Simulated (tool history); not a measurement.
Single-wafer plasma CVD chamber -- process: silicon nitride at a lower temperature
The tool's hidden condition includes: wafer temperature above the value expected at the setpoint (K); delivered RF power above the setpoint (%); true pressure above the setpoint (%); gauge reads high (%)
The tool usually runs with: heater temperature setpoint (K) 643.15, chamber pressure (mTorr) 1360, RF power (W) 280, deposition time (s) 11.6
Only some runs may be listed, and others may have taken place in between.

run	hour	heater temperature setpoint (K)	chamber pressure (mTorr)	RF power (W)	deposition time (s)	wafers since the last listed run	hours since the last thermocouple change	hours since the last RF generator calibration	hours since the last manometer calibration	hours since the showerhead was replaced	hours since the gauge calibration	read-back reference wafer on the same gauge, thickness_nm	mean film thickness on the monitor wafer (Å)
1	0.0	643.15	1360	280	11.6	0	2248.7	755.5	1738.2	6578.0	436.4	13.813	122.49
# hour 21.2: thermocouple changed; heater temperature recalibrated
2	21.7	643.15	1360	280	11.6	496	0.5	777.2	1759.9	6599.7	458.1	13.806	120.86
3	28.1	643.15	1360	280	11.6	232	6.9	783.6	1766.3	6606.1	464.5	13.782	121.90
4	54.8	643.15	1360	280	11.6	968	33.6	810.3	1793.0	6632.8	491.2	13.798	121.72
5	67.4	643.15	1360	280	11.6	456	46.2	822.9	1805.6	6645.4	503.8	13.792	120.89
6	99.6	643.15	1360	265	11.6	1167	78.4	855.1	1837.8	6677.6	536.0	13.801	115.45
7	117.7	643.15	1360	280	11.6	656	96.5	873.2	1855.9	6695.7	554.1	13.765	121.07
8	147.4	643.15	1360	280	9.5	1076	126.2	902.9	1885.6	6725.4	583.8	13.777	99.04
9	169.0	643.15	1220	300	11.6	783	147.8	924.5	1907.2	6747.0	605.4	13.798	124.81
10	187.5	650.15	1360	280	11.6	670	166.3	943.0	1925.7	6765.5	623.9	13.800	120.16
11	200.0	643.15	1080	310	11.6	453	178.8	955.5	1938.2	6778.0	636.4	13.788	124.26
12	222.7	631.15	1360	280	9.6	823	201.5	978.2	1960.9	6800.7	659.1	13.802	100.58
13	252.4	643.15	1360	280	11.6	1076	231.2	1007.9	1990.6	6830.4	688.8	13.798	122.15
# hour 273.8: capacitance manometer re-zeroed and calibrated
14	275.6	643.15	1020	235	11.6	551	254.4	1031.1	1.8	6853.6	712.0	13.784	98.74
# hour 289.5: gauge calibrated
15	294.3	643.15	1360	280	11.6	678	273.1	1049.8	20.5	6872.3	4.8	13.792	120.80
# hour 305.0: showerhead replaced
16	308.1	643.15	1360	320	13.4	210	286.9	1063.6	34.3	3.1	18.6	13.799	154.24
17	341.3	643.15	1080	280	11.6	1203	320.1	1096.8	67.5	36.3	51.8	13.816	114.94
# hour 351.2: RF generator calibrated
18	366.1	637.15	1360	250	12.9	609	344.9	14.9	92.3	61.1	76.6	13.799	129.45
19	381.8	643.15	1360	310	11.6	569	360.6	30.6	108.0	76.8	92.3	13.789	138.62
20	404.5	657.15	1360	260	10.5	823	383.3	53.3	130.7	99.5	115.0	13.801	107.28
21	421.3	648.15	1170	230	10.9	609	400.1	70.1	147.5	116.3	131.8	13.802	97.63
22	446.0	650.15	1470	280	11.6	895	424.8	94.8	172.2	141.0	156.5	13.801	127.87
23	473.8	643.15	1360	330	11.6	1007	452.6	122.6	200.0	168.8	184.3	13.796	142.12
24	503.3	631.15	1360	280	9.6	1069	482.1	152.1	229.5	198.3	213.8	13.805	104.78
25	516.4	643.15	1060	235	11.6	474	495.2	165.2	242.6	211.4	226.9	13.811	102.17
26	549.3	643.15	1120	280	13.5	1192	528.1	198.1	275.5	244.3	259.8	13.776	137.81
27	577.6	643.15	1700	280	10.9	1026	556.4	226.4	303.8	272.6	288.1	13.806	123.40
28	603.1	631.15	1360	280	9.6	924	581.9	251.9	329.3	298.1	313.6	13.811	104.17
29	620.2	643.15	1360	315	11.6	620	599.0	269.0	346.4	315.2	330.7	13.770	133.61

Predict each of these 4 candidate next runs independently; none follows another, all start after run 29:
A	620.6	643.15	1360	280	11.6	14	599.4	269.4	346.8	315.6	331.1	?	?
B	620.6	643.15	1360	280	10.8	14	599.4	269.4	346.8	315.6	331.1	?	?
C	620.6	643.15	1030	280	13.9	14	599.4	269.4	346.8	315.6	331.1	?	?
D	620.6	643.15	1360	260	11.6	14	599.4	269.4	346.8	315.6	331.1	?	?

run	read-back reference wafer on the same gauge, thickness_nm	mean film thickness on the monitor wafer (Å)
A	13.800	123.86
B	13.800	115.33
C	13.800	138.84
D	13.800	116.85
Had the tool no hidden state, the same runs would have come out as:
run	mean film thickness on the monitor wafer (Å)
A	129.65
B	120.72
C	145.33
D	122.39
